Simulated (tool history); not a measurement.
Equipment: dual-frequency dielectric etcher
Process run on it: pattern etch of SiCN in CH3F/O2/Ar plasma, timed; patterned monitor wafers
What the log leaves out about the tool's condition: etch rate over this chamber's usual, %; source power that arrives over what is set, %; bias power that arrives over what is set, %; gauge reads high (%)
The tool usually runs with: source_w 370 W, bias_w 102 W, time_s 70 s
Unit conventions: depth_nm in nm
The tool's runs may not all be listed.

run	hour	source_w	bias_w	time_s	wafers since the last listed run	hours since the last wet clean	hours since the last source power generator calibration	hours since the last bias power generator calibration	hours since the last upper electrode change	hours since the gauge calibration	read-back reference wafer on the same gauge, depth_nm	depth_nm
1	0	400	102	70	0	464.1	2558.1	2927.1	3595.9	636.2	30.12	28.35
2	12.5	400	102	70	118	476.6	2570.6	2939.6	3608.4	648.7	30.09	28.5
3	29.7	370	91	70	162	493.8	2587.8	2956.8	3625.6	665.9	30.13	26.63
4	40.8	370	91	70	105	504.9	2598.9	2967.9	3636.7	677	30.1	26.56
5	56.4	370	121	70	147	520.5	2614.5	2983.5	3652.3	692.6	30.08	28.94
6	63.5	370	121	70	67	527.6	2621.6	2990.6	3659.4	699.7	30.08	28.87
7	72.6	400	102	70	86	536.7	2630.7	2999.7	3668.5	708.8	30.11	28.26
8	87.3	430	117	55.5	139	551.4	2645.4	3014.4	3683.2	723.5	30.11	23.91
9	102	320	122	70	139	566.1	2660.1	3029.1	3697.9	738.2	30.1	27.29
10	110.7	420	102	70	82	574.8	2668.8	3037.8	3706.6	746.9	30.11	28.62
# hour 142.3: wet clean of the chamber
11	142.8	420	102	58	76	0.5	2700.9	3069.9	3738.7	779	30.09	24.29
12	143.1	370	102	70	2	0.8	2701.2	3070.2	3739	779.3	30.1	27.91
13	156.6	370	89	70	127	14.3	2714.7	3083.7	3752.5	792.8	30.1	26.86
14	172.2	450	93	70	147	29.9	2730.3	3099.3	3768.1	808.4	30.11	29.37
# hour 180.8: gauge calibrated
# hour 181.2: bias power generator calibrated
# hour 240.5: upper electrode replaced
15	241	320	125	70	386	98.7	2799.1	59.8	0.5	60.2	30.1	28.06
16	241.3	320	126	91	2	99	2799.4	60.1	0.8	60.5	30.12	36.79
# hour 264.1: source power generator calibrated
17	272.6	430	87	70	258	130.3	8.5	91.4	32.1	91.8	30.12	28.2
18	284.4	370	102	70	111	142.1	20.3	103.2	43.9	103.6	30.09	27.88
19	299.3	450	102	70	141	157	35.2	118.1	58.8	118.5	30.11	30.09

Forecast run 20:
20	317.1	310	102	78.5	168	174.8	53	135.9	76.6	136.3	?	?

read-back reference wafer on the same gauge, depth_nm: 30.1
depth_nm: 29.1 nm
With no hidden state in the tool, this same run would have given depth_nm 29.2 nm.
